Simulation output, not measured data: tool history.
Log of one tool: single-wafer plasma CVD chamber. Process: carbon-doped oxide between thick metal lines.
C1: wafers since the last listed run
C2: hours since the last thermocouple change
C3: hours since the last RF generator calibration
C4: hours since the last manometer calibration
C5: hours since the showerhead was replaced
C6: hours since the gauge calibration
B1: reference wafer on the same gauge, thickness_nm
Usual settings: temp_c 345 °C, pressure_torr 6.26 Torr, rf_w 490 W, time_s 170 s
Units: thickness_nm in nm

run 1 day=0.000 | temp_c=345 pressure_torr=6.26 rf_w=490 time_s=170 | C1=0 C2=971.2 C3=1596.5 C4=2712.8 C5=5324.3 C6=397.4 | B1=1053.310 | thickness_nm=864.144
run 2 day=0.604 | temp_c=345 pressure_torr=6.26 rf_w=490 time_s=170 | C1=95 C2=985.7 C3=1611.0 C4=2727.3 C5=5338.8 C6=411.9 | B1=1055.819 | thickness_nm=867.445
run 3 day=1.808 | temp_c=345 pressure_torr=6.26 rf_w=490 time_s=147 | C1=190 C2=1014.6 C3=1639.9 C4=2756.2 C5=5367.7 C6=440.8 | B1=1054.622 | thickness_nm=740.135
run 4 day=2.625 | temp_c=345 pressure_torr=6.26 rf_w=490 time_s=147 | C1=129 C2=1034.2 C3=1659.5 C4=2775.8 C5=5387.3 C6=460.4 | B1=1054.678 | thickness_nm=748.884
run 5 day=3.208 | temp_c=345 pressure_torr=6.26 rf_w=490 time_s=147 | C1=92 C2=1048.2 C3=1673.5 C4=2789.8 C5=5401.3 C6=474.4 | B1=1057.157 | thickness_nm=745.701
run 6 day=3.850 | temp_c=345 pressure_torr=5.59 rf_w=435 time_s=170 | C1=101 C2=1063.6 C3=1688.9 C4=2805.2 C5=5416.7 C6=489.8 | B1=1054.855 | thickness_nm=730.737
run 7 day=4.621 | temp_c=345 pressure_torr=5.59 rf_w=435 time_s=170 | C1=122 C2=1082.1 C3=1707.4 C4=2823.7 C5=5435.2 C6=508.3 | B1=1054.313 | thickness_nm=728.439
run 8 day=6.000 | temp_c=345 pressure_torr=5.59 rf_w=435 time_s=170 | C1=218 C2=1115.2 C3=1740.5 C4=2856.8 C5=5468.3 C6=541.4 | B1=1055.593 | thickness_nm=724.882
run 9 day=6.933 | temp_c=345 pressure_torr=6.26 rf_w=490 time_s=170 | C1=147 C2=1137.6 C3=1762.9 C4=2879.2 C5=5490.7 C6=563.8 | B1=1053.770 | thickness_nm=858.333
run 10 day=7.754 | temp_c=345 pressure_torr=6.26 rf_w=490 time_s=170 | C1=130 C2=1157.3 C3=1782.6 C4=2898.9 C5=5510.4 C6=583.5 | B1=1055.987 | thickness_nm=850.117
-- day=8.567 gauge calibrated
run 11 day=9.150 | temp_c=352 pressure_torr=6.26 rf_w=490 time_s=170 | C1=221 C2=1190.8 C3=1816.1 C4=2932.4 C5=5543.9 C6=14.0 | B1=1054.819 | thickness_nm=836.223
run 12 day=10.600 | temp_c=345 pressure_torr=6.26 rf_w=490 time_s=170 | C1=229 C2=1225.6 C3=1850.9 C4=2967.2 C5=5578.7 C6=48.8 | B1=1052.766 | thickness_nm=852.163
-- day=13.079 RF generator calibrated
run 13 day=14.708 | temp_c=345 pressure_torr=6.26 rf_w=490 time_s=170 | C1=597 C2=1324.2 C3=39.1 C4=3065.8 C5=5677.3 C6=147.4 | B1=1054.894 | thickness_nm=915.542
run 14 day=15.325 | temp_c=345 pressure_torr=6.26 rf_w=490 time_s=170 | C1=97 C2=1339.0 C3=53.9 C4=3080.6 C5=5692.1 C6=162.2 | B1=1056.799 | thickness_nm=916.259
run 15 day=16.767 | temp_c=355 pressure_torr=6.72 rf_w=435 time_s=196 | C1=228 C2=1373.6 C3=88.5 C4=3115.2 C5=5726.7 C6=196.8 | B1=1053.781 | thickness_nm=903.347
-- day=17.646 thermocouple changed; heater temperature recalibrated
run 16 day=17.946 | temp_c=332 pressure_torr=5.80 rf_w=490 time_s=196 | C1=133 C2=7.2 C3=116.8 C4=3143.5 C5=5755.0 C6=225.1 | B1=1055.739 | thickness_nm=1073.666
run 17 day=18.483 | temp_c=345 pressure_torr=5.79 rf_w=490 time_s=160 | C1=85 C2=20.1 C3=129.7 C4=3156.4 C5=5767.9 C6=238.0 | B1=1055.369 | thickness_nm=846.481
run 18 day=19.804 | temp_c=353 pressure_torr=4.80 rf_w=545 time_s=180 | C1=209 C2=51.8 C3=161.4 C4=3188.1 C5=5799.6 C6=269.7 | B1=1053.562 | thickness_nm=986.743
-- day=20.262 capacitance manometer re-zeroed and calibrated
run 19 day=20.950 | temp_c=345 pressure_torr=6.26 rf_w=490 time_s=170 | C1=128 C2=79.3 C3=188.9 C4=16.5 C5=5827.1 C6=297.2 | B1=1053.010 | thickness_nm=918.620
-- day=21.362 showerhead replaced
run 20 day=22.196 | temp_c=345 pressure_torr=6.26 rf_w=490 time_s=170 | C1=144 C2=109.2 C3=218.8 C4=46.4 C5=20.0 C6=327.1 | B1=1057.189 | thickness_nm=906.866
run 21 day=23.667 | temp_c=345 pressure_torr=5.66 rf_w=490 time_s=170 | C1=232 C2=144.5 C3=254.1 C4=81.7 C5=55.3 C6=362.4 | B1=1053.968 | thickness_nm=887.526
run 22 day=24.233 | temp_c=345 pressure_torr=6.26 rf_w=490 time_s=170 | C1=89 C2=158.1 C3=267.7 C4=95.3 C5=68.9 C6=376.0 | B1=1054.347 | thickness_nm=906.997
run 23 day=25.350 | temp_c=345 pressure_torr=6.26 rf_w=490 time_s=170 | C1=176 C2=184.9 C3=294.5 C4=122.1 C5=95.7 C6=402.8 | B1=1054.918 | thickness_nm=905.625
run 24 day=26.254 | temp_c=345 pressure_torr=6.26 rf_w=435 time_s=143 | C1=143 C2=206.6 C3=316.2 C4=143.8 C5=117.4 C6=424.5 | B1=1055.991 | thickness_nm=668.786
run 25 day=26.938 | temp_c=345 pressure_torr=7.38 rf_w=535 time_s=170 | C1=108 C2=223.0 C3=332.6 C4=160.2 C5=133.8 C6=440.9 | B1=1056.639 | thickness_nm=1009.664
run 26 day=28.188 | temp_c=345 pressure_torr=7.50 rf_w=490 time_s=170 | C1=197 C2=253.0 C3=362.6 C4=190.2 C5=163.8 C6=470.9 | B1=1055.187 | thickness_nm=926.450

3 ways to go on from here, each from the tool as it stands after run 26. What would each give?
run A day=28.204 | temp_c=345 pressure_torr=6.26 rf_w=490 time_s=193 | C1=2 C2=253.4 C3=363.0 C4=190.6 C5=164.2 C6=471.3 | B1=? | thickness_nm=?
run B day=28.204 | temp_c=345 pressure_torr=5.33 rf_w=490 time_s=155 | C1=2 C2=253.4 C3=363.0 C4=190.6 C5=164.2 C6=471.3 | B1=? | thickness_nm=?
run C day=28.204 | temp_c=353 pressure_torr=4.88 rf_w=585 time_s=147 | C1=2 C2=253.4 C3=363.0 C4=190.6 C5=164.2 C6=471.3 | B1=? | thickness_nm=?

run=A B1=1053.914 thickness_nm=1029.322
run=B B1=1053.914 thickness_nm=800.664
run=C B1=1053.914 thickness_nm=851.751
Without the tool's hidden state the same runs would have given:
run=A thickness_nm=1046.247
run=B thickness_nm=813.830
run=C thickness_nm=865.026

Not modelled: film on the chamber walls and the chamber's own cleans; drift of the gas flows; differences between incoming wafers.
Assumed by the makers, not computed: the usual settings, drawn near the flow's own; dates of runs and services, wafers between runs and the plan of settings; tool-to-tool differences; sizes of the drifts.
